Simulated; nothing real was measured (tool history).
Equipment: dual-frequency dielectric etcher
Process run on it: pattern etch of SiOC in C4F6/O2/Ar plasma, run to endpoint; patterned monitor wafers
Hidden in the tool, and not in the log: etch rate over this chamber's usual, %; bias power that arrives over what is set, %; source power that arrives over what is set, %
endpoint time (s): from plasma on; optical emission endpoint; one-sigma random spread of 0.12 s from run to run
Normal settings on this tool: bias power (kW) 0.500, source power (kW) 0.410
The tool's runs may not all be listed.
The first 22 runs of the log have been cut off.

| run | hour | bias power (kW) | source power (kW) | wafers since the last listed run | hours since the last wet clean | hours since the last bias power generator calibration | hours since the last source power generator calibration | hours since the last upper electrode change | incoming incoming film thickness, nm | endpoint time (s) |
|---|---|---|---|---|---|---|---|---|---|---|
| 23 | 278.4 | 0.433 | 0.370 | 157 | 19.2 | 2906.9 | 145.6 | 67.3 | 40.91 | 14.6 |
| 24 | 291.8 | 0.619 | 0.490 | 319 | 32.6 | 2920.3 | 159.0 | 80.7 | 40.96 | 12.3 |
| 25 | 302.0 | 0.574 | 0.350 | 243 | 42.8 | 2930.5 | 169.2 | 90.9 | 40.52 | 14.0 |
|  | 312.0 | bias power generator calibrated |
| 26 | 313.6 | 0.620 | 0.330 | 181 | 54.4 | 1.6 | 180.8 | 102.5 | 40.47 | 13.8 |
| 27 | 331.1 | 0.552 | 0.450 | 417 | 71.9 | 19.1 | 198.3 | 120.0 | 40.48 | 13.0 |
| 28 | 341.5 | 0.500 | 0.410 | 247 | 82.3 | 29.5 | 208.7 | 130.4 | 40.61 | 13.7 |
| 29 | 358.7 | 0.500 | 0.410 | 410 | 99.5 | 46.7 | 225.9 | 147.6 | 41.03 | 13.9 |
| 30 | 370.5 | 0.572 | 0.460 | 281 | 111.3 | 58.5 | 237.7 | 159.4 | 40.67 | 12.8 |
| 31 | 387.4 | 0.500 | 0.410 | 402 | 128.2 | 75.4 | 254.6 | 176.3 | 40.94 | 14.0 |
| 32 | 402.3 | 0.434 | 0.460 | 355 | 143.1 | 90.3 | 269.5 | 191.2 | 40.78 | 13.6 |
| 33 | 420.1 | 0.544 | 0.410 | 424 | 160.9 | 108.1 | 287.3 | 209.0 | 40.58 | 13.3 |
| 34 | 435.4 | 0.500 | 0.410 | 364 | 176.2 | 123.4 | 302.6 | 224.3 | 40.45 | 13.8 |

Estimate the outcome of run 35 from the log above:
| 35 | 445.1 | 0.394 | 0.410 | 231 | 185.9 | 133.1 | 312.3 | 234.0 | 40.68 | ? |

Run 35 gave endpoint time (s) 14.4.
Without the tool's hidden state the same run would have given endpoint time (s) 14.2.
